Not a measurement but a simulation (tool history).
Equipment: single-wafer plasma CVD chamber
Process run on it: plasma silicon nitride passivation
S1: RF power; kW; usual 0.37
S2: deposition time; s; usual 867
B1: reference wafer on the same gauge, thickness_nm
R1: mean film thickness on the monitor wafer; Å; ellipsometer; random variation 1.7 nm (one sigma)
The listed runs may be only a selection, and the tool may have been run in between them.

run	hour	S1	S2	B1	R1
1	0	0.37	867	1119.521	11520.74
2	13.7	0.37	867	1120.672	11492.67
3	20.7	0.37	867	1120.093	11488.35
4	47.1	0.37	867	1119.904	11524.58
5	58.2	0.37	933	1120.11	12409.33
6	69.7	0.37	867	1119.924	11493.96
7	83.7	0.37	867	1119.534	11508.67
8	90	0.33	823	1120.164	10670.89
9	107.7	0.33	823	1119.775	10657.6
10	122.8	0.37	982	1120.489	13029.4
11	133.5	0.37	867	1120.413	11504.82
12	145.8	0.37	748	1120.624	9943.34
13	159.7	0.37	748	1119.909	9908.84
14	171.7	0.37	748	1119.927	9889.46
15	183.7	0.37	755	1119.844	10034.23
# hour 193.5: gauge calibrated
16	198.4	0.37	755	1119.12	9998.86
17	204.8	0.37	755	1120.5	10026.91
18	211	0.37	770	1119.544	10184.68
19	220.5	0.37	867	1119.662	11468.37
20	229.9	0.37	867	1119.491	11473.95
21	268.8	0.37	867	1120.102	11476.03
22	298.9	0.37	867	1119.977	11470.6
23	315.4	0.37	787	1120.234	10419.99
# hour 325.2: showerhead replaced
24	331.2	0.405	867	1119.917	11684.02
25	337.8	0.37	867	1120.281	11477.19
26	353.6	0.43	1001	1119.34	13638.35
27	365.5	0.305	867	1119.238	11021.39
# hour 385: RF generator calibrated
28	385.5	0.37	867	1119.419	11384.54
29	423.1	0.415	867	1119.986	11635.83
30	440.8	0.4	1015	1119.951	13519.13
31	454.8	0.37	1012	1120.099	13234.71
32	470.7	0.31	815	1120.124	10310.86
33	481.9	0.345	703	1119.853	9067.43
# hour 498.7: RF generator calibrated, repeated, since the last time left the tool worse
34	499.2	0.37	867	1119.252	11642.57
35	504.4	0.35	980	1119.372	12967.84
36	512	0.37	867	1120.197	11593.56
37	519.1	0.37	705	1120.297	9460.03
38	528.9	0.37	867	1119.571	11606.21
39	542.2	0.37	867	1119.974	11613.12
40	579	0.37	771	1120.633	10304.49
41	593.8	0.33	959	1119.802	12586.41
42	608.1	0.37	748	1119.907	10015.78
43	618.6	0.4	957	1120.191	13015.44
44	632.9	0.37	748	1119.225	10036.14

3 ways to go on from here, each from the tool as it stands after run 44. What would each give?
A	633.5	0.37	867	?	?
B	633.5	0.435	867	?	?
C	633.5	0.37	789	?	?

run	B1	R1
A	1119.426	11610.06
B	1119.426	12012.57
C	1119.426	10565.55
The same runs, with their run-to-run variation unchanged, on a tool lacking any hidden condition would have given:
run	R1
A	11612.23
B	12014.82
C	10567.53
